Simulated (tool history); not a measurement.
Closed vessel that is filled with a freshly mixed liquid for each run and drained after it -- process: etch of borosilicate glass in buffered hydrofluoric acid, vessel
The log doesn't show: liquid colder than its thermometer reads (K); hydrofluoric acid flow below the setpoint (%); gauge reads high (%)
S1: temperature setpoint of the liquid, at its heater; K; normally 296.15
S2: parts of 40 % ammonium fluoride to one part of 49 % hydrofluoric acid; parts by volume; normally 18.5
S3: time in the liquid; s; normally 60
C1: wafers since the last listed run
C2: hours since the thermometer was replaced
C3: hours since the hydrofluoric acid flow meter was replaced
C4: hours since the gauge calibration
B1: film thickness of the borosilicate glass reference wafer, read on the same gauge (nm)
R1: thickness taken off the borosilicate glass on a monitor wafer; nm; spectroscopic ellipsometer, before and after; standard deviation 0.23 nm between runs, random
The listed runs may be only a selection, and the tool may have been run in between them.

run	hour	S1	S2	S3	C1	C2	C3	C4	B1	R1
1	0.0	296.15	18.5	60	0	937.6	570.0	1577.0	140.02	32.86
2	88.7	296.15	18.5	60	12505	1026.3	658.7	1665.7	140.06	32.39
# hour 155.8: hydrofluoric acid flow meter replaced
3	193.8	296.15	18.5	60	14677	1131.4	38.0	1770.8	140.01	34.81
4	231.6	296.15	18.5	60	5329	1169.2	75.8	1808.6	139.97	34.65
5	299.6	296.15	18.5	60	9587	1237.2	143.8	1876.6	139.98	33.87
6	369.1	296.15	18.5	60	9798	1306.7	213.3	1946.1	140.04	33.88
7	438.0	296.15	18.5	60	9714	1375.6	282.2	2015.0	139.99	33.07
8	503.8	296.15	18.5	60	9277	1441.4	348.0	2080.8	139.95	32.98
9	586.3	296.15	18.5	60	11631	1523.9	430.5	2163.3	139.99	32.96
10	687.2	296.15	18.5	60	14226	1624.8	531.4	2264.2	140.00	32.29
11	752.1	296.15	18.5	60	9150	1689.7	596.3	2329.1	140.03	32.13
12	834.7	294.15	18.5	30	11645	1772.3	678.9	2411.7	139.99	14.32
# hour 871.6: thermometer replaced
13	872.1	298.65	16.0	80	5132	0.5	716.3	2449.1	139.98	57.63
# hour 931.4: hydrofluoric acid flow meter replaced
14	941.1	296.15	18.5	85	9587	69.5	9.7	2518.1	140.01	49.98
15	993.2	292.15	18.5	45	7345	121.6	61.8	2570.2	139.98	21.10
16	1041.3	296.15	18.5	40	6781	169.7	109.9	2618.3	139.96	23.37
17	1091.3	296.15	18.5	60	7049	219.7	159.9	2668.3	140.02	34.74
18	1173.7	292.15	11.0	45	11617	302.1	242.3	2750.7	140.02	34.67
19	1269.0	296.15	25.5	60	13436	397.4	337.6	2846.0	140.00	27.21
# hour 1319.9: gauge calibrated
20	1330.4	292.65	18.5	35	8656	458.8	399.0	10.5	140.00	16.33
21	1436.7	301.15	22.5	60	14987	565.1	505.3	116.8	140.00	38.19
22	1494.7	296.15	18.5	60	8177	623.1	563.3	174.8	140.00	32.99
23	1530.9	296.15	18.5	60	5103	659.3	599.5	211.0	140.00	33.08
24	1607.0	293.15	14.0	45	10729	735.4	675.6	287.1	140.00	27.18
25	1652.0	296.15	18.5	60	6344	780.4	720.6	332.1	140.02	32.45
# hour 1713.2: hydrofluoric acid flow meter replaced
26	1724.6	296.15	18.5	80	10095	853.0	11.4	404.7	140.01	47.36
27	1816.4	299.65	23.0	80	12943	944.8	103.2	496.5	139.97	46.99
28	1883.4	296.15	18.5	60	9446	1011.8	170.2	563.5	139.98	34.59
29	1952.5	292.15	22.5	60	9742	1080.9	239.3	632.6	139.95	23.58
30	2016.4	296.15	18.5	60	9009	1144.8	303.2	696.5	140.00	33.76
31	2113.8	296.15	25.0	60	13732	1242.2	400.6	793.9	139.97	26.86
32	2187.6	293.15	12.0	85	10405	1316.0	474.4	867.7	140.01	60.38
33	2231.3	296.15	18.5	60	6161	1359.7	518.1	911.4	139.97	32.86

Give the tool's hidden conditions for every run:
gauge reads high (%): 0 in every run
H1: liquid colder than its thermometer reads (K)
H2: hydrofluoric acid flow below the setpoint (%)
run	H1	H2
1	0.384	7.26
2	0.416	8.23
3	0.453	1.27
4	0.467	1.68
5	0.491	2.43
6	0.516	3.2
7	0.541	3.96
8	0.564	4.68
9	0.594	5.59
10	0.63	6.7
11	0.653	7.42
12	0.683	8.33
13	0.0496	8.74
14	0.0744	0.384
15	0.093	0.958
16	0.11	1.49
17	0.128	2.04
18	0.158	2.95
19	0.192	4
20	0.214	4.67
21	0.252	5.84
22	0.273	6.48
23	0.286	6.88
24	0.313	7.72
25	0.329	8.21
26	0.355	0.212
27	0.388	1.22
28	0.412	1.96
29	0.437	2.72
30	0.46	3.43
31	0.495	4.5
32	0.521	5.31
33	0.537	5.79
